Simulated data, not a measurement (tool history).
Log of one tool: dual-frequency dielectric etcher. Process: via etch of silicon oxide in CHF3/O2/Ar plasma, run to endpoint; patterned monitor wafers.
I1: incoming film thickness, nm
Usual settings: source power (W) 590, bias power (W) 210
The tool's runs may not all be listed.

{"run": 1, "hour": 0.0, "source power (W)": 590, "bias power (W)": 199, "I1": 609.8, "endpoint time (s)": 278.1}
{"run": 2, "hour": 67.9, "source power (W)": 590, "bias power (W)": 199, "I1": 616.3, "endpoint time (s)": 281.8}
{"run": 3, "hour": 181.6, "source power (W)": 590, "bias power (W)": 199, "I1": 609.3, "endpoint time (s)": 276.9}
{"run": 4, "hour": 233.3, "source power (W)": 520, "bias power (W)": 210, "I1": 617.4, "endpoint time (s)": 279.0}
{"hour": 266.1, "done": "wet clean of the chamber"}
{"run": 5, "hour": 283.3, "source power (W)": 480, "bias power (W)": 210, "I1": 611.6, "endpoint time (s)": 285.4}
{"run": 6, "hour": 328.8, "source power (W)": 590, "bias power (W)": 210, "I1": 608.6, "endpoint time (s)": 271.9}
{"run": 7, "hour": 397.2, "source power (W)": 590, "bias power (W)": 210, "I1": 617.5, "endpoint time (s)": 275.9}
{"run": 8, "hour": 446.1, "source power (W)": 590, "bias power (W)": 210, "I1": 613.4, "endpoint time (s)": 273.9}
{"run": 9, "hour": 511.7, "source power (W)": 590, "bias power (W)": 210, "I1": 606.8, "endpoint time (s)": 268.7}
{"run": 10, "hour": 553.9, "source power (W)": 510, "bias power (W)": 210, "I1": 615.1, "endpoint time (s)": 282.7}
{"hour": 587.1, "done": "upper electrode replaced"}
{"run": 11, "hour": 620.0, "source power (W)": 560, "bias power (W)": 210, "I1": 611.5, "endpoint time (s)": 275.3}
{"run": 12, "hour": 689.8, "source power (W)": 560, "bias power (W)": 210, "I1": 613.4, "endpoint time (s)": 274.4}
{"hour": 719.1, "done": "source power generator calibrated"}
{"hour": 725.7, "done": "bias power generator calibrated"}
{"hour": 745.3, "done": "wet clean of the chamber"}
{"run": 13, "hour": 868.6, "source power (W)": 590, "bias power (W)": 190, "I1": 606.1, "endpoint time (s)": 283.8}
{"run": 14, "hour": 938.5, "source power (W)": 590, "bias power (W)": 190, "I1": 611.6, "endpoint time (s)": 285.4}
{"run": 15, "hour": 995.3, "source power (W)": 590, "bias power (W)": 190, "I1": 615.6, "endpoint time (s)": 288.1}
{"run": 16, "hour": 1035.1, "source power (W)": 470, "bias power (W)": 180, "I1": 612.4, "endpoint time (s)": 306.9}
{"run": 17, "hour": 1100.4, "source power (W)": 480, "bias power (W)": 210, "I1": 613.8, "endpoint time (s)": 281.6}
{"run": 18, "hour": 1156.1, "source power (W)": 670, "bias power (W)": 173, "I1": 604.8, "endpoint time (s)": 286.9}
{"run": 19, "hour": 1181.0, "source power (W)": 590, "bias power (W)": 244, "I1": 610.5, "endpoint time (s)": 250.8}
{"hour": 1238.9, "done": "wet clean of the chamber"}
{"run": 20, "hour": 1239.4, "source power (W)": 700, "bias power (W)": 261, "I1": 619.0, "endpoint time (s)": 241.9}
{"run": 21, "hour": 1292.0, "source power (W)": 590, "bias power (W)": 210, "I1": 608.3, "endpoint time (s)": 270.4}
{"run": 22, "hour": 1338.1, "source power (W)": 550, "bias power (W)": 184, "I1": 616.3, "endpoint time (s)": 299.4}
{"run": 23, "hour": 1391.5, "source power (W)": 590, "bias power (W)": 259, "I1": 613.2, "endpoint time (s)": 246.3}
{"run": 24, "hour": 1424.3, "source power (W)": 720, "bias power (W)": 173, "I1": 614.5, "endpoint time (s)": 289.5}
{"run": 25, "hour": 1469.8, "source power (W)": 590, "bias power (W)": 210, "I1": 603.4, "endpoint time (s)": 267.9}
{"run": 26, "hour": 1507.3, "source power (W)": 640, "bias power (W)": 176, "I1": 617.2, "endpoint time (s)": 293.5}
{"run": 27, "hour": 1531.5, "source power (W)": 480, "bias power (W)": 178, "I1": 612.5, "endpoint time (s)": 307.7}
{"run": 28, "hour": 1579.9, "source power (W)": 500, "bias power (W)": 176, "I1": 614.6, "endpoint time (s)": 306.1}
{"run": 29, "hour": 1683.7, "source power (W)": 590, "bias power (W)": 210, "I1": 614.8, "endpoint time (s)": 271.0}
{"hour": 1714.6, "done": "wet clean of the chamber"}
{"run": 30, "hour": 1722.7, "source power (W)": 550, "bias power (W)": 247, "I1": 615.8, "endpoint time (s)": 258.5}

Forecast each of these 5 alternatives for the next run:
{"run": "A", "hour": 1723.2, "source power (W)": 590, "bias power (W)": 210, "I1": 618.3, "endpoint time (s)": "?"}
{"run": "B", "hour": 1723.2, "source power (W)": 720, "bias power (W)": 194, "I1": 618.3, "endpoint time (s)": "?"}
{"run": "C", "hour": 1723.2, "source power (W)": 590, "bias power (W)": 227, "I1": 618.3, "endpoint time (s)": "?"}
{"run": "D", "hour": 1723.2, "source power (W)": 590, "bias power (W)": 248, "I1": 618.3, "endpoint time (s)": "?"}
{"run": "E", "hour": 1723.2, "source power (W)": 520, "bias power (W)": 232, "I1": 618.3, "endpoint time (s)": "?"}

run=A endpoint_time_(s)=278.0
run=B endpoint_time_(s)=277.5
run=C endpoint_time_(s)=267.6
run=D endpoint_time_(s)=256.4
run=E endpoint_time_(s)=271.2
Without the tool's hidden state the same runs would have given:
run=A endpoint_time_(s)=277.7
run=B endpoint_time_(s)=277.2
run=C endpoint_time_(s)=267.3
run=D endpoint_time_(s)=256.1
run=E endpoint_time_(s)=270.9

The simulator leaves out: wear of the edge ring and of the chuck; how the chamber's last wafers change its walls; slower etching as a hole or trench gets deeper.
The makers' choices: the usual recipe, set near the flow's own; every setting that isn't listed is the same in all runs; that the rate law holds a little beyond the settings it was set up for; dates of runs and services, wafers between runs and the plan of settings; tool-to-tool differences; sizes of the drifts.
